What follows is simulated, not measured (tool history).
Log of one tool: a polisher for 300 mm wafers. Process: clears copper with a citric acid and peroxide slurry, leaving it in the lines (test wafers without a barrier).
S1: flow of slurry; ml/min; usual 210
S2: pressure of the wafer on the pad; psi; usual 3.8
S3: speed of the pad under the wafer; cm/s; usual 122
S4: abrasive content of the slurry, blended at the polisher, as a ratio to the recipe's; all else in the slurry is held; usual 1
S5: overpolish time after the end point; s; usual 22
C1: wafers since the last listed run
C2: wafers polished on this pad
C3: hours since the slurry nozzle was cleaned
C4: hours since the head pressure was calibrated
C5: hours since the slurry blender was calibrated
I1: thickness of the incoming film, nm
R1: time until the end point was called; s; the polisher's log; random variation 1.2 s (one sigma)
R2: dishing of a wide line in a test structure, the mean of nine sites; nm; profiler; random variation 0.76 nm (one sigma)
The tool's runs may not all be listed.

{"run": 1, "hour": 0.0, "S1": 210, "S2": 2.9, "S3": 122, "S4": 1, "S5": 22, "C1": 0, "C2": 83, "C3": 539.5, "C4": 143.5, "C5": 18.7, "I1": 361.7, "R1": 118, "R2": 38.9}
{"run": 2, "hour": 58.5, "S1": 210, "S2": 3.8, "S3": 122, "S4": 1, "S5": 22, "C1": 368, "C2": 451, "C3": 598, "C4": 202, "C5": 77.2, "I1": 364.5, "R1": 94.3, "R2": 48.9}
{"run": 3, "hour": 120.5, "S1": 210, "S2": 3.8, "S3": 122, "S4": 1, "S5": 22, "C1": 390, "C2": 841, "C3": 660, "C4": 264, "C5": 139.2, "I1": 366.5, "R1": 94, "R2": 49.4}
{"hour": 150.7, "done": "slurry nozzle cleaned"}
{"run": 4, "hour": 197.8, "S1": 210, "S2": 3.8, "S3": 122, "S4": 1, "S5": 22, "C1": 479, "C2": 1321, "C3": 47.1, "C4": 341.3, "C5": 216.5, "I1": 359.9, "R1": 93.2, "R2": 47.9}
{"run": 5, "hour": 295.4, "S1": 210, "S2": 3.8, "S3": 122, "S4": 1, "S5": 22, "C1": 613, "C2": 1935, "C3": 144.7, "C4": 438.9, "C5": 314.1, "I1": 358.8, "R1": 95.3, "R2": 47}
{"run": 6, "hour": 346.2, "S1": 210, "S2": 3.8, "S3": 122, "S4": 1, "S5": 22, "C1": 319, "C2": 2254, "C3": 195.5, "C4": 489.7, "C5": 364.9, "I1": 360.6, "R1": 97.2, "R2": 46.5}
{"run": 7, "hour": 402.2, "S1": 210, "S2": 3.8, "S3": 122, "S4": 1, "S5": 22, "C1": 352, "C2": 2606, "C3": 251.5, "C4": 545.7, "C5": 420.9, "I1": 366.2, "R1": 96.6, "R2": 46.6}
{"run": 8, "hour": 507.5, "S1": 210, "S2": 2.9, "S3": 156, "S4": 1, "S5": 14, "C1": 662, "C2": 3269, "C3": 356.8, "C4": 651, "C5": 526.2, "I1": 367.2, "R1": 107, "R2": 29}
{"hour": 533.1, "done": "slurry blender recalibrated"}
{"hour": 538.5, "done": "head pressure recalibrated"}
{"run": 9, "hour": 554.9, "S1": 210, "S2": 3.8, "S3": 122, "S4": 0.8, "S5": 22, "C1": 273, "C2": 3542, "C3": 404.2, "C4": 16.4, "C5": 21.8, "I1": 359.3, "R1": 106.1, "R2": 43.2}
{"hour": 559.6, "done": "worn pad replaced by a new one"}
{"run": 10, "hour": 633.7, "S1": 210, "S2": 3.8, "S3": 122, "S4": 1, "S5": 22, "C1": 470, "C2": 466, "C3": 483, "C4": 95.2, "C5": 100.6, "I1": 364, "R1": 92, "R2": 49.6}
{"hour": 730.2, "done": "slurry nozzle cleaned"}
{"run": 11, "hour": 735.0, "S1": 140, "S2": 3.8, "S3": 122, "S4": 1, "S5": 22, "C1": 630, "C2": 1097, "C3": 4.8, "C4": 196.5, "C5": 201.9, "I1": 366.7, "R1": 100, "R2": 46.4}
{"run": 12, "hour": 817.6, "S1": 210, "S2": 3.8, "S3": 98, "S4": 1, "S5": 22, "C1": 519, "C2": 1616, "C3": 87.4, "C4": 279.1, "C5": 284.5, "I1": 358.3, "R1": 113.8, "R2": 42.2}
{"run": 13, "hour": 895.3, "S1": 210, "S2": 2.8, "S3": 122, "S4": 1.1, "S5": 22, "C1": 488, "C2": 2105, "C3": 165.1, "C4": 356.8, "C5": 362.2, "I1": 358.7, "R1": 121.8, "R2": 38}
{"run": 14, "hour": 937.7, "S1": 275, "S2": 3.8, "S3": 122, "S4": 1, "S5": 18, "C1": 266, "C2": 2372, "C3": 207.5, "C4": 399.2, "C5": 404.6, "I1": 360.6, "R1": 92.2, "R2": 41.5}
{"run": 15, "hour": 996.4, "S1": 210, "S2": 3.8, "S3": 122, "S4": 1, "S5": 22, "C1": 369, "C2": 2741, "C3": 266.2, "C4": 457.9, "C5": 463.3, "I1": 365.6, "R1": 98, "R2": 47.4}
{"run": 16, "hour": 1045.2, "S1": 250, "S2": 3.8, "S3": 156, "S4": 0.75, "S5": 17, "C1": 306, "C2": 3048, "C3": 315, "C4": 506.7, "C5": 512.1, "I1": 363.5, "R1": 85.4, "R2": 42.4}
{"run": 17, "hour": 1127.2, "S1": 210, "S2": 2.9, "S3": 156, "S4": 1, "S5": 14, "C1": 515, "C2": 3564, "C3": 397, "C4": 588.7, "C5": 594.1, "I1": 360.2, "R1": 101.1, "R2": 30.2}
{"hour": 1139.4, "done": "worn pad replaced by a new one"}
{"run": 18, "hour": 1180.2, "S1": 210, "S2": 2.8, "S3": 122, "S4": 1.1, "S5": 22, "C1": 308, "C2": 256, "C3": 450, "C4": 641.7, "C5": 647.1, "I1": 363.3, "R1": 118.4, "R2": 38.3}
{"run": 19, "hour": 1249.1, "S1": 210, "S2": 2.8, "S3": 122, "S4": 1.1, "S5": 22, "C1": 433, "C2": 689, "C3": 518.9, "C4": 710.6, "C5": 716, "I1": 367.5, "R1": 117.7, "R2": 39.4}
{"hour": 1264.1, "done": "slurry blender recalibrated"}
{"hour": 1268.9, "done": "head pressure recalibrated"}
{"run": 20, "hour": 1316.4, "S1": 185, "S2": 3.8, "S3": 122, "S4": 1, "S5": 22, "C1": 398, "C2": 1088, "C3": 586.2, "C4": 47.5, "C5": 52.3, "I1": 368.3, "R1": 95.7, "R2": 48.2}
{"hour": 1374.3, "done": "slurry nozzle cleaned"}
{"run": 21, "hour": 1413.9, "S1": 210, "S2": 3.8, "S3": 122, "S4": 1, "S5": 22, "C1": 607, "C2": 1695, "C3": 39.6, "C4": 145, "C5": 149.8, "I1": 362.2, "R1": 92.9, "R2": 47.9}
{"run": 22, "hour": 1487.9, "S1": 255, "S2": 5, "S3": 96, "S4": 1, "S5": 22, "C1": 465, "C2": 2160, "C3": 113.6, "C4": 219, "C5": 223.8, "I1": 366, "R1": 86.9, "R2": 52.4}
{"run": 23, "hour": 1584.9, "S1": 210, "S2": 2.5, "S3": 136, "S4": 0.8, "S5": 28, "C1": 610, "C2": 2770, "C3": 210.6, "C4": 316, "C5": 320.8, "I1": 363.3, "R1": 145.1, "R2": 40.5}
{"run": 24, "hour": 1640.1, "S1": 210, "S2": 3.8, "S3": 122, "S4": 1, "S5": 22, "C1": 347, "C2": 3118, "C3": 265.8, "C4": 371.2, "C5": 376, "I1": 365.9, "R1": 99, "R2": 46.8}
{"run": 25, "hour": 1721.7, "S1": 210, "S2": 4.5, "S3": 160, "S4": 0.8, "S5": 26, "C1": 513, "C2": 3631, "C3": 347.4, "C4": 452.8, "C5": 457.6, "I1": 363.6, "R1": 69.2, "R2": 68.8}
{"hour": 1820.5, "done": "slurry blender recalibrated"}
{"run": 26, "hour": 1823.3, "S1": 210, "S2": 3.8, "S3": 86, "S4": 1, "S5": 26, "C1": 626, "C2": 4257, "C3": 449, "C4": 554.4, "C5": 2.8, "I1": 370.2, "R1": 135.6, "R2": 40.3}
{"hour": 1862.5, "done": "worn pad replaced by a new one"}
{"run": 27, "hour": 1876.7, "S1": 170, "S2": 3.8, "S3": 152, "S4": 0.9, "S5": 17, "C1": 310, "C2": 89, "C3": 502.4, "C4": 607.8, "C5": 56.2, "I1": 365.4, "R1": 82.8, "R2": 43.2}
{"hour": 1970.7, "done": "head pressure recalibrated"}
{"run": 28, "hour": 2099.5, "S1": 275, "S2": 3.8, "S3": 122, "S4": 1, "S5": 9, "C1": 1389, "C2": 1478, "C3": 725.2, "C4": 128.8, "C5": 279, "I1": 365.5, "R1": 90.5, "R2": 23}
{"hour": 2135.2, "done": "slurry nozzle cleaned"}
{"run": 29, "hour": 2164.1, "S1": 210, "S2": 3.3, "S3": 122, "S4": 1, "S5": 22, "C1": 400, "C2": 1878, "C3": 28.9, "C4": 193.4, "C5": 343.6, "I1": 369.3, "R1": 113.3, "R2": 41.4}

Hidden state at the last listed run before each entry between runs and at the first one after, where it differs:
Between runs 3 and 4: slurry nozzle cleaned (hour 150.7)
  removal rate lost through wear of the pad, %: 4.35 -> 5.67
  measured less the result without the state, R1: +4.1 -> +5.3 s; R2: -1.8 -> -2.3 nm
Between runs 8 and 9: slurry blender recalibrated (hour 533.1); head pressure recalibrated (hour 538.5)
  removal rate lost through wear of the pad, %: 11 -> 11.8
  measured less the result without the state, R1: +11.8 -> +12.5 s; R2: -3 -> -4.6 nm
Between runs 9 and 10: worn pad replaced by a new one (hour 559.6)
  removal rate lost through wear of the pad, %: 11.8 -> 1.66
  measured less the result without the state, R1: +12.5 -> +1.5 s; R2: -4.6 -> -0.6 nm
Between runs 10 and 11: slurry nozzle cleaned (hour 730.2)
  removal rate lost through wear of the pad, %: 1.66 -> 3.39
  measured less the result without the state, R1: +1.5 -> +3.4 s; R2: -0.6 -> -1.3 nm
Between runs 17 and 18: worn pad replaced by a new one (hour 1139.4)
  removal rate lost through wear of the pad, %: 10.1 -> 1.44
  measured less the result without the state, R1: +10.2 -> +1.7 s; R2: -2.9 -> -0.5 nm
Between runs 19 and 20: slurry blender recalibrated (hour 1264.1); head pressure recalibrated (hour 1268.9)
  removal rate lost through wear of the pad, %: 2.62 -> 3.77
  measured less the result without the state, R1: +3.1 -> +3.6 s; R2: -0.9 -> -1.5 nm
Between runs 20 and 21: slurry nozzle cleaned (hour 1374.3)
  removal rate lost through wear of the pad, %: 3.77 -> 5.43
  measured less the result without the state, R1: +3.6 -> +5.1 s; R2: -1.5 -> -2.2 nm
Between runs 25 and 26: slurry blender recalibrated (hour 1820.5)
  removal rate lost through wear of the pad, %: 10.7 -> 12.4
  measured less the result without the state, R1: +7.4 -> +16.9 s; R2: -5.7 -> -4.7 nm
Between runs 26 and 27: worn pad replaced by a new one (hour 1862.5)
  removal rate lost through wear of the pad, %: 12.4 -> 2.35
  measured less the result without the state, R1: +16.9 -> +2 s; R2: -4.7 -> -0.9 nm
Between runs 27 and 28: head pressure recalibrated (hour 1970.7)
  removal rate lost through wear of the pad, %: 2.35 -> 6.16
  measured less the result without the state, R1: +2 -> +5.6 s; R2: -0.9 -> -1.4 nm
Between runs 28 and 29: slurry nozzle cleaned (hour 2135.2)
  removal rate lost through wear of the pad, %: 6.16 -> 7.26
  measured less the result without the state, R1: +5.6 -> +8.2 s; R2: -1.4 -> -2.6 nm
